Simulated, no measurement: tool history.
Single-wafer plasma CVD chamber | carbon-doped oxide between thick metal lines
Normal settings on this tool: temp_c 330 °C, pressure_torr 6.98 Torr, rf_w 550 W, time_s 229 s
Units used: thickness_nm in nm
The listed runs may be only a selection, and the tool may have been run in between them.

run    hour  temp_c  pressure_torr  rf_w  time_s  read-back reference wafer on the same gauge, thickness_nm  thickness_nm
  1       0     333           8.21   550     229                                                   1169.279      1361.703
  2    86.7     333           8.21   550     229                                                   1169.896      1363.688
  3   144.5     330           6.98   550     229                                                   1168.886      1358.423
  4   204.7     330           6.98   550     229                                                   1169.033       1351.96
      354.2  -- RF generator calibrated
  5   435.9     330           6.98   550     229                                                   1171.063      1349.656
  6   475.3     330           6.15   550     229                                                   1169.543      1315.242
  7   556.1     330           6.98   550     229                                                   1170.131      1343.811
      575.3  -- thermocouple changed; heater temperature recalibrated
  8   608.6     330           6.98   550     229                                                   1171.023      1377.129
  9   659.7     330           6.98   550     249                                                   1169.064       1486.25
      678.9  -- showerhead replaced
 10   715.2     330           8.25   550     229                                                   1170.935      1397.931
      728.1  -- capacitance manometer re-zeroed and calibrated
      738.5  -- gauge calibrated
 11   799.6     330           6.98   550     229                                                   1170.391      1377.373
 12   894.4     343           5.76   485     252                                                   1170.913      1294.597
 13   952.9     320           6.98   550     229                                                   1169.259      1422.144
 14  1021.3     330           6.98   640     206                                                   1169.824      1341.644

What does the tool deliver on the next run?
 15  1107.3     330           6.98   550     229                                                          ?             ?

{"run 15": {"read-back reference wafer on the same gauge, thickness_nm": 1170.814, "thickness_nm": 1362.482}}
Take away the tool's hidden state, keep the run-to-run variation as it was, and the same run would have given thickness_nm 1372.443 nm.
